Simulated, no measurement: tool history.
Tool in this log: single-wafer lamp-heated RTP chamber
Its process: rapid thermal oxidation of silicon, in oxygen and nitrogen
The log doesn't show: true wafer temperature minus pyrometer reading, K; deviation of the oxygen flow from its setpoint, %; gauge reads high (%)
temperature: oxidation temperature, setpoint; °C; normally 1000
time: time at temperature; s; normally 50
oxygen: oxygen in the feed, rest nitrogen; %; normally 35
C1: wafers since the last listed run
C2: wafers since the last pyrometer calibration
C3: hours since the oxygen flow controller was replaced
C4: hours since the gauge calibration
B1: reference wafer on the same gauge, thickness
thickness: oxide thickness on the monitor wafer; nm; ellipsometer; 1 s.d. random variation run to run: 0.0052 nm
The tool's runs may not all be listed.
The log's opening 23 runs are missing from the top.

Run 24, hour 264.7: usual settings but temperature 1029 °C; C1 109; C2 7146; C3 3329.1; C4 68.4; B1 4.040. Result: thickness 4.259 nm.
At hour 274.5: pyrometer window cleaned and pyrometer calibrated.
Run 25, hour 295.0: usual settings but temperature 1008 °C, time 37 s; C1 210; C2 193; C3 3359.4; C4 98.7; B1 4.040. Result: thickness 3.273 nm.
At hour 303.6: oxygen flow controller replaced.
Run 26, hour 304.1: usual settings but temperature 1026 °C, time 57 s, oxygen 62 %; C1 10; C2 204; C3 0.5; C4 107.8; B1 4.039. Result: thickness 5.301 nm.
Run 27, hour 318.9: usual settings; C1 140; C2 344; C3 15.3; C4 122.6; B1 4.040. Result: thickness 3.491 nm.
Run 28, hour 335.2: usual settings; C1 154; C2 498; C3 31.6; C4 138.9; B1 4.038. Result: thickness 3.501 nm.
Run 29, hour 358.4: usual settings but time 65 s; C1 219; C2 718; C3 54.8; C4 162.1; B1 4.039. Result: thickness 3.887 nm.
Run 30, hour 400.9: usual settings but temperature 982 °C, time 29 s; C1 402; C2 1120; C3 97.3; C4 204.6; B1 4.038. Result: thickness 2.633 nm.
Run 31, hour 408.7: usual settings but temperature 1023 °C; C1 73; C2 1193; C3 105.1; C4 212.4; B1 4.041. Result: thickness 4.065 nm.
Run 32, hour 418.7: usual settings; C1 94; C2 1288; C3 115.1; C4 222.4; B1 4.040. Result: thickness 3.513 nm.
Run 33, hour 427.5: usual settings but time 33 s, oxygen 25 %; C1 83; C2 1371; C3 123.9; C4 231.2; B1 4.043. Result: thickness 2.765 nm.
Run 34, hour 442.0: usual settings but temperature 983 °C, time 60 s, oxygen 17 %; C1 137; C2 1508; C3 138.4; C4 245.7; B1 4.039. Result: thickness 2.817 nm.
At hour 453.6: gauge calibrated.
Run 35, hour 456.4: usual settings but temperature 987 °C, time 33 s, oxygen 45 %; C1 136; C2 1645; C3 152.8; C4 2.8; B1 4.039. Result: thickness 2.989 nm.

Estimate the outcome of run 36 from the log above:
Run 36, hour 465.5: usual settings but time 74 s; C1 86; C2 1731; C3 161.9; C4 11.9; B1 ?. Result: thickness ?.

{"run 36": {"B1": 4.039, "thickness": 4.103}}
Take away the tool's hidden state, keep the run-to-run variation as it was, and the same run would have given thickness 4.075 nm.

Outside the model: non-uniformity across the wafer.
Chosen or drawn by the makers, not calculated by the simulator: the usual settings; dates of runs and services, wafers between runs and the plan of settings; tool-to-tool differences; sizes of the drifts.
